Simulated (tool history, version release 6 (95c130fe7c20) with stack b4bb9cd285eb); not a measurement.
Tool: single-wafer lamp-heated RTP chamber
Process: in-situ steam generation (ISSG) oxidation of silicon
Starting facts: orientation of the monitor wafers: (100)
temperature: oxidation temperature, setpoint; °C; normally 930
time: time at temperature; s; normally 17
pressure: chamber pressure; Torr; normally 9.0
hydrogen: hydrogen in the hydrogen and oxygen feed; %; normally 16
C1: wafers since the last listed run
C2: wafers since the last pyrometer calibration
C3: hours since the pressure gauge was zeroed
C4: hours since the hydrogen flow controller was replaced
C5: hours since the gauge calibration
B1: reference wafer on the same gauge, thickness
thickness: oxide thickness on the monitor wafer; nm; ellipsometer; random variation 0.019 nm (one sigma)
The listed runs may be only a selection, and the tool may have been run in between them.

Run 1, hour 0.0: usual settings but hydrogen 11 %; C1 0; C2 2873; C3 1742.3; C4 1522.6; C5 375.7; B1 4.030. Result: thickness 3.463 nm.
Run 2, hour 20.1: usual settings but hydrogen 11 %; C1 179; C2 3053; C3 1762.4; C4 1542.7; C5 395.8; B1 4.027. Result: thickness 3.446 nm.
Run 3, hour 50.5: usual settings but hydrogen 23 %; C1 272; C2 3325; C3 1792.8; C4 1573.1; C5 426.2; B1 4.035. Result: thickness 4.017 nm.
Run 4, hour 81.3: usual settings but hydrogen 23 %; C1 275; C2 3601; C3 1823.6; C4 1603.9; C5 457.0; B1 4.028. Result: thickness 4.036 nm.
Run 5, hour 94.4: usual settings but hydrogen 23 %; C1 117; C2 3718; C3 1836.7; C4 1617.0; C5 470.1; B1 4.027. Result: thickness 4.059 nm.
At hour 125.3: gauge calibrated.
Run 6, hour 184.9: usual settings; C1 810; C2 4528; C3 1927.2; C4 1707.5; C5 59.6; B1 4.028. Result: thickness 3.733 nm.
Run 7, hour 197.7: usual settings; C1 114; C2 4643; C3 1940.0; C4 1720.3; C5 72.4; B1 4.030. Result: thickness 3.738 nm.
Run 8, hour 231.4: usual settings; C1 301; C2 4945; C3 1973.7; C4 1754.0; C5 106.1; B1 4.027. Result: thickness 3.759 nm.
Run 9, hour 260.7: usual settings; C1 262; C2 5207; C3 2003.0; C4 1783.3; C5 135.4; B1 4.029. Result: thickness 3.755 nm.
Run 10, hour 285.2: usual settings; C1 219; C2 5426; C3 2027.5; C4 1807.8; C5 159.9; B1 4.029. Result: thickness 3.725 nm.
Run 11, hour 303.6: usual settings; C1 164; C2 5591; C3 2045.9; C4 1826.2; C5 178.3; B1 4.030. Result: thickness 3.735 nm.
Run 12, hour 320.9: usual settings; C1 154; C2 5746; C3 2063.2; C4 1843.5; C5 195.6; B1 4.030. Result: thickness 3.753 nm.
Run 13, hour 356.5: usual settings but hydrogen 13 %; C1 318; C2 6065; C3 2098.8; C4 1879.1; C5 231.2; B1 4.032. Result: thickness 3.563 nm.
Run 14, hour 384.9: usual settings but time 16 s; C1 254; C2 6319; C3 2127.2; C4 1907.5; C5 259.6; B1 4.031. Result: thickness 3.682 nm.
Run 15, hour 400.6: usual settings; C1 140; C2 6459; C3 2142.9; C4 1923.2; C5 275.3; B1 4.028. Result: thickness 3.795 nm.
Run 16, hour 432.0: usual settings but temperature 947 °C, hydrogen 23 %; C1 281; C2 6740; C3 2174.3; C4 1954.6; C5 306.7; B1 4.028. Result: thickness 4.288 nm.
Run 17, hour 456.7: usual settings; C1 221; C2 6962; C3 2199.0; C4 1979.3; C5 331.4; B1 4.031. Result: thickness 3.756 nm.
Run 18, hour 474.7: usual settings; C1 161; C2 7123; C3 2217.0; C4 1997.3; C5 349.4; B1 4.029. Result: thickness 3.776 nm.
At hour 486.1: pressure gauge zeroed.
At hour 498.2: pyrometer window cleaned and pyrometer calibrated.
Run 19, hour 499.1: usual settings but time 11 s; C1 75; C2 7; C3 13.0; C4 2021.7; C5 373.8; B1 4.034. Result: thickness 3.132 nm.
Run 20, hour 532.4: usual settings; C1 298; C2 305; C3 46.3; C4 2055.0; C5 407.1; B1 4.032. Result: thickness 3.684 nm.
Run 21, hour 559.8: usual settings but time 12 s, hydrogen 11 %; C1 245; C2 551; C3 73.7; C4 2082.4; C5 434.5; B1 4.031. Result: thickness 3.004 nm.
At hour 572.7: gauge calibrated.
Run 22, hour 582.6: usual settings but temperature 937 °C, time 15 s; C1 204; C2 755; C3 96.5; C4 2105.2; C5 9.9; B1 4.027. Result: thickness 3.553 nm.
Run 23, hour 604.7: usual settings but temperature 947 °C, hydrogen 23 %; C1 197; C2 953; C3 118.6; C4 2127.3; C5 32.0; B1 4.024. Result: thickness 4.187 nm.
Run 24, hour 670.6: usual settings but temperature 938 °C, hydrogen 21 %; C1 589; C2 1543; C3 184.5; C4 2193.2; C5 97.9; B1 4.023. Result: thickness 4.005 nm.
Run 25, hour 689.2: usual settings but time 12 s; C1 166; C2 1709; C3 203.1; C4 2211.8; C5 116.5; B1 4.028. Result: thickness 3.251 nm.
At hour 704.3: hydrogen flow controller replaced.
Run 26, hour 723.9: usual settings but temperature 938 °C, hydrogen 21 %; C1 239; C2 1948; C3 237.8; C4 19.6; C5 151.2; B1 4.024. Result: thickness 4.037 nm.
Run 27, hour 740.8: usual settings but hydrogen 12 %; C1 151; C2 2099; C3 254.7; C4 36.5; C5 168.1; B1 4.030. Result: thickness 3.485 nm.
Run 28, hour 756.6: usual settings; C1 141; C2 2241; C3 270.5; C4 52.3; C5 183.9; B1 4.031. Result: thickness 3.729 nm.
Run 29, hour 789.4: usual settings; C1 293; C2 2535; C3 303.3; C4 85.1; C5 216.7; B1 4.037. Result: thickness 3.721 nm.
Run 30, hour 817.1: usual settings but pressure 9.9 Torr, hydrogen 11 %; C1 247; C2 2782; C3 331.0; C4 112.8; C5 244.4; B1 4.028. Result: thickness 3.396 nm.
Run 31, hour 908.9: usual settings but temperature 942 °C, time 15 s, pressure 9.9 Torr, hydrogen 11 %; C1 821; C2 3604; C3 422.8; C4 204.6; C5 336.2; B1 4.029. Result: thickness 3.347 nm.
Run 32, hour 930.8: usual settings but time 23 s, pressure 9.7 Torr, hydrogen 11 %; C1 196; C2 3800; C3 444.7; C4 226.5; C5 358.1; B1 4.026. Result: thickness 3.890 nm.

Forecast each of these 3 alternatives for the next run:
Run A, hour 931.3: usual settings; C1 4; C2 3805; C3 445.2; C4 227.0; C5 358.6; B1 ?. Result: thickness ?.
Run B, hour 931.3: usual settings but temperature 919 °C, time 15 s, pressure 9.9 Torr, hydrogen 22 %; C1 4; C2 3805; C3 445.2; C4 227.0; C5 358.6; B1 ?. Result: thickness ?.
Run C, hour 931.3: usual settings but temperature 911 °C, time 12 s, pressure 8.6 Torr; C1 4; C2 3805; C3 445.2; C4 227.0; C5 358.6; B1 ?. Result: thickness ?.

run     B1  thickness
  A  4.028      3.718
  B  4.028      3.652
  C  4.028      3.141
Without the tool's hidden state the same runs would have given:
run  thickness
  A      3.639
  B      3.582
  C      3.089
